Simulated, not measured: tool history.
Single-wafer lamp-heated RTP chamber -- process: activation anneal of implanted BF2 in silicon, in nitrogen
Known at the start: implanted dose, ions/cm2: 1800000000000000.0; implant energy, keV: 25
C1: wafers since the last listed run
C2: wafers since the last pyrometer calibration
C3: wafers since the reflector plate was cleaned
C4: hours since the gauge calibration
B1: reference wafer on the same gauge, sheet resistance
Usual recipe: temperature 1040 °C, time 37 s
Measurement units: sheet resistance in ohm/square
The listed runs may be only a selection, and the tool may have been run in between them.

run 1 hour=0 | temperature=1040 time=37 | C1=0 C2=2224 C3=10331 C4=5.8 | B1=117.85 | sheet_resistance=110.57
run 2 hour=30.9 | temperature=1040 time=37 | C1=398 C2=2623 C3=10730 C4=36.7 | B1=117.6 | sheet_resistance=109.62
run 3 hour=46.5 | temperature=1040 time=37 | C1=201 C2=2824 C3=10931 C4=52.3 | B1=117.42 | sheet_resistance=110.32
run 4 hour=74.2 | temperature=1040 time=37 | C1=357 C2=3181 C3=11288 C4=80 | B1=117.18 | sheet_resistance=109.73
run 5 hour=96.1 | temperature=1040 time=50 | C1=282 C2=3463 C3=11571 C4=101.9 | B1=117.11 | sheet_resistance=103
run 6 hour=132 | temperature=1047 time=52 | C1=462 C2=3926 C3=12034 C4=137.8 | B1=117.03 | sheet_resistance=96.99
run 7 hour=165.5 | temperature=1047 time=52 | C1=431 C2=4358 C3=12466 C4=171.3 | B1=116.79 | sheet_resistance=96.24
run 8 hour=197.6 | temperature=1040 time=37 | C1=413 C2=4772 C3=12879 C4=203.4 | B1=116.84 | sheet_resistance=108.63
run 9 hour=218.6 | temperature=1010 time=47 | C1=270 C2=5043 C3=13150 C4=224.4 | B1=116.71 | sheet_resistance=129.89
run 10 hour=244.7 | temperature=1029 time=37 | C1=336 C2=5380 C3=13487 C4=250.5 | B1=116.71 | sheet_resistance=118.84
-- hour=255.7 pyrometer window cleaned and pyrometer calibrated
run 11 hour=259.3 | temperature=1040 time=37 | C1=85 C2=46 C3=13572 C4=265.1 | B1=116.67 | sheet_resistance=109.1
-- hour=272.4 gauge calibrated
run 12 hour=289.4 | temperature=1069 time=37 | C1=388 C2=434 C3=13960 C4=17 | B1=117.85 | sheet_resistance=90.53
run 13 hour=310.2 | temperature=1031 time=37 | C1=268 C2=702 C3=14228 C4=37.8 | B1=117.6 | sheet_resistance=117.35
-- hour=320.9 reflector plate cleaned
run 14 hour=322.3 | temperature=1040 time=51 | C1=52 C2=755 C3=17 C4=49.9 | B1=117.63 | sheet_resistance=102.4
run 15 hour=348.8 | temperature=1030 time=30 | C1=341 C2=1097 C3=359 C4=76.4 | B1=117.41 | sheet_resistance=122.05
run 16 hour=375.1 | temperature=1026 time=52 | C1=339 C2=1436 C3=698 C4=102.7 | B1=117.21 | sheet_resistance=113
run 17 hour=406.1 | temperature=1054 time=31 | C1=399 C2=1835 C3=1098 C4=133.7 | B1=116.9 | sheet_resistance=102.65

How the hidden state differs across the entries between the runs, from the last listed run before each to the first after it:
Between runs 10 and 11: pyrometer window cleaned and pyrometer calibrated (hour 255.7)
  gauge reads high (%): -1.07 -> -1.08
  the result without the hidden state subtracted from the measured one, sheet resistance: -1.29 -> -1.19 ohm/square
Between runs 11 and 12: gauge calibrated (hour 272.4)
  gauge reads high (%): -1.08 -> -0.0811
  the result without the hidden state subtracted from the measured one, sheet resistance: -1.19 -> -0.07 ohm/square
Between runs 13 and 14: reflector plate cleaned (hour 320.9)
  gauge reads high (%): -0.275 -> -0.369
  the result without the hidden state subtracted from the measured one, sheet resistance: -0.32 -> -0.38 ohm/square

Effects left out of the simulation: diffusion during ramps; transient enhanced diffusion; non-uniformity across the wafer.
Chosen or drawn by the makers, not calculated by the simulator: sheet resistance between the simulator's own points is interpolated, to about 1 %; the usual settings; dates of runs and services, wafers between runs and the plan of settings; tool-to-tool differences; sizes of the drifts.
